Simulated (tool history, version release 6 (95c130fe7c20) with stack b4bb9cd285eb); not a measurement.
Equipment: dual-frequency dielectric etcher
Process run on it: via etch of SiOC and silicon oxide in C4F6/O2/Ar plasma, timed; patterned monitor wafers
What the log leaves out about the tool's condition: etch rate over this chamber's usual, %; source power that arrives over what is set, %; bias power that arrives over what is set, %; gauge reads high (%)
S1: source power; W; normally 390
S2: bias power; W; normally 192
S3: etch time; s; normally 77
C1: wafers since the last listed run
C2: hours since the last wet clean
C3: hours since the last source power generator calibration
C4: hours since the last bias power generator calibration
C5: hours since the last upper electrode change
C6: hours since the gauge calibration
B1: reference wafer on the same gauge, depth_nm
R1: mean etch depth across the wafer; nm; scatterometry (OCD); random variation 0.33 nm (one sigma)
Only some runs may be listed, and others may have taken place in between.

run,hour,S1,S2,S3,C1,C2,C3,C4,C5,C6,B1,R1
1,0,390,192,77,0,350,4872.1,2478.7,2969.3,984.6,104.1,92.4
# hour 25.3: source power generator calibrated
2,31.5,390,204,77,396,381.5,6.2,2510.2,3000.8,1016.1,104.1,93.5
3,56.8,390,204,77,364,406.8,31.5,2535.5,3026.1,1041.4,104.1,93.9
# hour 64.1: bias power generator calibrated
# hour 133.1: wet clean of the chamber
4,133.6,390,192,77,703,0.5,108.3,69.5,3102.9,1118.2,104.1,92.2
5,190.1,390,192,77,814,57,164.8,126,3159.4,1174.7,104.1,92.5
6,250,390,192,77,863,116.9,224.7,185.9,3219.3,1234.6,104.2,92.2
7,299.1,390,192,77,707,166,273.8,235,3268.4,1283.7,104,92.3
# hour 356.7: upper electrode replaced
8,357.2,440,176,91,491,224.1,331.9,293.1,0.5,1341.8,104.1,114
9,368.5,330,171,64.5,162,235.4,343.2,304.4,11.8,1353.1,104,69.1
10,425.6,390,155,77,823,292.5,400.3,361.5,68.9,1410.2,104.1,88.1
11,456.2,290,150,88,441,323.1,430.9,392.1,99.5,1440.8,104.1,85.6
12,486.3,320,192,87,433,353.2,461,422.2,129.6,1470.9,104.2,94.6
# hour 518.4: wet clean of the chamber
13,552.2,480,223,90,604,33.8,526.9,488.1,195.5,1536.8,104.1,124.6
14,594.8,390,204,77,614,76.4,569.5,530.7,238.1,1579.4,104.1,94.6
15,627,460,222,93.5,464,108.6,601.7,562.9,270.3,1611.6,104.2,126.1
16,657.7,390,204,77,442,139.3,632.4,593.6,301,1642.3,104.1,94.3
17,685.1,390,192,77,395,166.7,659.8,621,328.4,1669.7,104.1,93
# hour 704: gauge calibrated
18,743.2,360,239,97.5,837,224.8,717.9,679.1,386.5,39.2,104.1,119.5
19,813.9,390,192,77,1019,295.5,788.6,749.8,457.2,109.9,104.1,92.6
20,880.7,390,204,77,963,362.3,855.4,816.6,524,176.7,104.1,93.9
21,913.4,390,149,62.5,471,395,888.1,849.3,556.7,209.4,104.1,71
22,952.1,390,192,77,557,433.7,926.8,888,595.4,248.1,104.1,92.9
# hour 997.7: wet clean of the chamber
23,1004.3,490,161,77,406,6.6,979,940.2,647.6,300.3,104.2,99.6
24,1038.6,390,192,77,494,40.9,1013.3,974.5,681.9,334.6,104.2,92.2
25,1093.6,390,222,98,792,95.9,1068.3,1029.5,736.9,389.6,104.1,122.5
26,1140.6,390,233,77,677,142.9,1115.3,1076.5,783.9,436.6,104,97.5
27,1171,430,192,77,438,173.3,1145.7,1106.9,814.3,467,104.1,97.4
28,1201,320,192,63.5,432,203.3,1175.7,1136.9,844.3,497,104.1,69.3
29,1249.7,490,192,61.5,702,252,1224.4,1185.6,893,545.7,104,82.8
30,1310.9,320,206,60,882,313.2,1285.6,1246.8,954.2,606.9,104.1,66.9
31,1335.7,390,223,77,357,338,1310.4,1271.6,979,631.7,104,96.1

Each row is a separate what-if for the run after 31, all from the same tool condition, not one after another. Results?
A,1336.1,390,192,64.5,5,338.4,1310.8,1272,979.4,632.1,?,?
B,1336.1,480,147,58.5,5,338.4,1310.8,1272,979.4,632.1,?,?
C,1336.1,390,151,77,5,338.4,1310.8,1272,979.4,632.1,?,?

run,B1,R1
A,104.1,77.6
B,104.1,73.4
C,104.1,87.7
Had the tool no hidden state, the same runs would have come out as:
run,R1
A,77.6
B,73.4
C,87.7
